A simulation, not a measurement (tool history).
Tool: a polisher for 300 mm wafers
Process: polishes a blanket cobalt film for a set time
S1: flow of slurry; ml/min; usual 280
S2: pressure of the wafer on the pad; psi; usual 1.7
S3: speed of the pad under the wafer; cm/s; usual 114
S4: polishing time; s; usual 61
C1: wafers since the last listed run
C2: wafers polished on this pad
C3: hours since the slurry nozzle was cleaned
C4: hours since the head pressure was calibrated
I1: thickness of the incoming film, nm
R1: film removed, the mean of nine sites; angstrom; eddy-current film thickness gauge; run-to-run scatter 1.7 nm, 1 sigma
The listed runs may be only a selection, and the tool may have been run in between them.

{"run": 1, "hour": 0.0, "S1": 280, "S2": 1.7, "S3": 114, "S4": 61, "C1": 0, "C2": 324, "C3": 394.6, "C4": 998.6, "I1": 815.4, "R1": 2647}
{"run": 2, "hour": 15.0, "S1": 280, "S2": 1.7, "S3": 114, "S4": 61, "C1": 204, "C2": 528, "C3": 409.6, "C4": 1013.6, "I1": 820.4, "R1": 2594}
{"run": 3, "hour": 28.4, "S1": 280, "S2": 1.5, "S3": 114, "S4": 61, "C1": 182, "C2": 711, "C3": 423.0, "C4": 1027.0, "I1": 827.5, "R1": 2238}
{"run": 4, "hour": 35.0, "S1": 280, "S2": 1.7, "S3": 114, "S4": 61, "C1": 89, "C2": 801, "C3": 429.6, "C4": 1033.6, "I1": 805.4, "R1": 2552}
{"run": 5, "hour": 45.8, "S1": 280, "S2": 1.7, "S3": 114, "S4": 61, "C1": 146, "C2": 948, "C3": 440.4, "C4": 1044.4, "I1": 812.1, "R1": 2513}
{"hour": 56.8, "done": "worn pad replaced by a new one"}
{"run": 6, "hour": 59.6, "S1": 280, "S2": 1.7, "S3": 114, "S4": 69, "C1": 133, "C2": 38, "C3": 454.2, "C4": 1058.2, "I1": 818.6, "R1": 3017}
{"run": 7, "hour": 71.9, "S1": 280, "S2": 1.7, "S3": 114, "S4": 69, "C1": 167, "C2": 206, "C3": 466.5, "C4": 1070.5, "I1": 836.9, "R1": 2993}
{"run": 8, "hour": 85.3, "S1": 280, "S2": 1.7, "S3": 114, "S4": 61, "C1": 182, "C2": 388, "C3": 479.9, "C4": 1083.9, "I1": 826.6, "R1": 2644}
{"run": 9, "hour": 100.0, "S1": 280, "S2": 1.7, "S3": 114, "S4": 61, "C1": 200, "C2": 588, "C3": 494.6, "C4": 1098.6, "I1": 821.9, "R1": 2594}
{"run": 10, "hour": 123.4, "S1": 280, "S2": 1.7, "S3": 114, "S4": 61, "C1": 318, "C2": 907, "C3": 518.0, "C4": 1122.0, "I1": 836.4, "R1": 2522}
{"hour": 133.4, "done": "worn pad replaced by a new one"}
{"run": 11, "hour": 137.3, "S1": 280, "S2": 1.7, "S3": 114, "S4": 61, "C1": 134, "C2": 53, "C3": 531.9, "C4": 1135.9, "I1": 819.4, "R1": 2645}
{"run": 12, "hour": 152.6, "S1": 280, "S2": 1.7, "S3": 114, "S4": 61, "C1": 208, "C2": 261, "C3": 547.2, "C4": 1151.2, "I1": 808.5, "R1": 2627}
{"run": 13, "hour": 159.8, "S1": 280, "S2": 1.7, "S3": 114, "S4": 61, "C1": 97, "C2": 359, "C3": 554.4, "C4": 1158.4, "I1": 821.3, "R1": 2595}
{"run": 14, "hour": 174.8, "S1": 280, "S2": 1.7, "S3": 126, "S4": 61, "C1": 204, "C2": 563, "C3": 569.4, "C4": 1173.4, "I1": 820.2, "R1": 2846}
{"run": 15, "hour": 184.0, "S1": 280, "S2": 1.7, "S3": 126, "S4": 61, "C1": 125, "C2": 688, "C3": 578.6, "C4": 1182.6, "I1": 815.0, "R1": 2806}
{"hour": 195.6, "done": "head pressure recalibrated"}
{"run": 16, "hour": 196.1, "S1": 280, "S2": 1.7, "S3": 126, "S4": 61, "C1": 137, "C2": 826, "C3": 590.7, "C4": 0.5, "I1": 818.9, "R1": 2750}
{"hour": 209.0, "done": "slurry nozzle cleaned"}
{"run": 17, "hour": 209.5, "S1": 280, "S2": 1.7, "S3": 114, "S4": 61, "C1": 168, "C2": 995, "C3": 0.5, "C4": 13.9, "I1": 823.9, "R1": 2611}
{"hour": 225.1, "done": "worn pad replaced by a new one"}
{"run": 18, "hour": 225.6, "S1": 335, "S2": 1.7, "S3": 114, "S4": 61, "C1": 164, "C2": 6, "C3": 16.6, "C4": 30.0, "I1": 823.7, "R1": 2790}
{"run": 19, "hour": 239.1, "S1": 205, "S2": 1.2, "S3": 90, "S4": 56, "C1": 183, "C2": 190, "C3": 30.1, "C4": 43.5, "I1": 817.2, "R1": 1372}
{"run": 20, "hour": 255.1, "S1": 350, "S2": 1.9, "S3": 150, "S4": 75, "C1": 217, "C2": 407, "C3": 46.1, "C4": 59.5, "I1": 814.0, "R1": 5032}
{"run": 21, "hour": 262.3, "S1": 365, "S2": 1.9, "S3": 136, "S4": 61, "C1": 97, "C2": 505, "C3": 53.3, "C4": 66.7, "I1": 817.3, "R1": 3686}
{"run": 22, "hour": 268.5, "S1": 315, "S2": 1.9, "S3": 114, "S4": 75, "C1": 84, "C2": 590, "C3": 59.5, "C4": 72.9, "I1": 813.6, "R1": 3745}
{"run": 23, "hour": 275.4, "S1": 335, "S2": 1.7, "S3": 114, "S4": 61, "C1": 93, "C2": 684, "C3": 66.4, "C4": 79.8, "I1": 829.2, "R1": 2734}
{"run": 24, "hour": 290.8, "S1": 335, "S2": 1.7, "S3": 114, "S4": 61, "C1": 209, "C2": 893, "C3": 81.8, "C4": 95.2, "I1": 817.0, "R1": 2647}
{"hour": 296.3, "done": "worn pad replaced by a new one"}
{"run": 25, "hour": 299.4, "S1": 220, "S2": 1.7, "S3": 114, "S4": 61, "C1": 62, "C2": 42, "C3": 90.4, "C4": 103.8, "I1": 827.6, "R1": 2678}
{"run": 26, "hour": 315.0, "S1": 245, "S2": 1.7, "S3": 114, "S4": 61, "C1": 212, "C2": 254, "C3": 106.0, "C4": 119.4, "I1": 831.1, "R1": 2707}
{"run": 27, "hour": 327.7, "S1": 245, "S2": 1.9, "S3": 140, "S4": 61, "C1": 172, "C2": 427, "C3": 118.7, "C4": 132.1, "I1": 821.9, "R1": 3628}
{"run": 28, "hour": 340.3, "S1": 280, "S2": 1.7, "S3": 114, "S4": 61, "C1": 171, "C2": 599, "C3": 131.3, "C4": 144.7, "I1": 817.1, "R1": 2667}
{"run": 29, "hour": 353.7, "S1": 365, "S2": 1.7, "S3": 114, "S4": 61, "C1": 182, "C2": 781, "C3": 144.7, "C4": 158.1, "I1": 827.3, "R1": 2699}
{"run": 30, "hour": 363.4, "S1": 190, "S2": 1.9, "S3": 114, "S4": 49, "C1": 132, "C2": 913, "C3": 154.4, "C4": 167.8, "I1": 827.8, "R1": 2207}
{"hour": 379.2, "done": "worn pad replaced by a new one"}
{"run": 31, "hour": 381.2, "S1": 280, "S2": 1.7, "S3": 86, "S4": 61, "C1": 187, "C2": 27, "C3": 172.2, "C4": 185.6, "I1": 827.6, "R1": 2038}
{"run": 32, "hour": 391.5, "S1": 280, "S2": 1.7, "S3": 114, "S4": 46, "C1": 140, "C2": 167, "C3": 182.5, "C4": 195.9, "I1": 828.3, "R1": 2035}
{"run": 33, "hour": 400.1, "S1": 280, "S2": 1.7, "S3": 114, "S4": 81, "C1": 117, "C2": 284, "C3": 191.1, "C4": 204.5, "I1": 829.6, "R1": 3541}

Take each entry between the runs: how does the hidden state at the last listed run before it differ from the hidden state at the first listed run after it?
In the gap between runs 5 and 6: worn pad replaced by a new one (hour 56.8)
  removal rate lost through wear of the pad, %: 5.97 -> 0.0101; slurry flow missing at the pad, %: 37.4 -> 37.7
  measured minus no-state result, R1: -313 -> -176 angstrom
In the gap between runs 10 and 11: worn pad replaced by a new one (hour 133.4)
  removal rate lost through wear of the pad, %: 5.14 -> 0.327; slurry flow missing at the pad, %: 38.8 -> 39
  measured minus no-state result, R1: -299 -> -172 angstrom
In the gap between runs 15 and 16: head pressure recalibrated (hour 195.6)
  removal rate lost through wear of the pad, %: 3.27 -> 4.86; slurry flow missing at the pad, %: 39.6 -> 39.8
  measured minus no-state result, R1: -279 -> -325 angstrom
In the gap between runs 16 and 17: slurry nozzle cleaned (hour 209.0)
  removal rate lost through wear of the pad, %: 4.86 -> 7.01; slurry flow missing at the pad, %: 39.8 -> 1.06
  measured minus no-state result, R1: -325 -> -199 angstrom
In the gap between runs 17 and 18: worn pad replaced by a new one (hour 225.1)
  removal rate lost through wear of the pad, %: 7.01 -> 0.79; slurry flow missing at the pad, %: 1.06 -> 4.24
  measured minus no-state result, R1: -199 -> -32 angstrom
In the gap between runs 24 and 25: worn pad replaced by a new one (hour 296.3)
  removal rate lost through wear of the pad, %: 5.78 -> 0.0685; slurry flow missing at the pad, %: 14.8 -> 15.9
  measured minus no-state result, R1: -201 -> -63 angstrom
In the gap between runs 30 and 31: worn pad replaced by a new one (hour 379.2)
  removal rate lost through wear of the pad, %: 5.27 -> 0.47; slurry flow missing at the pad, %: 23.1 -> 24.7
  measured minus no-state result, R1: -220 -> -74 angstrom
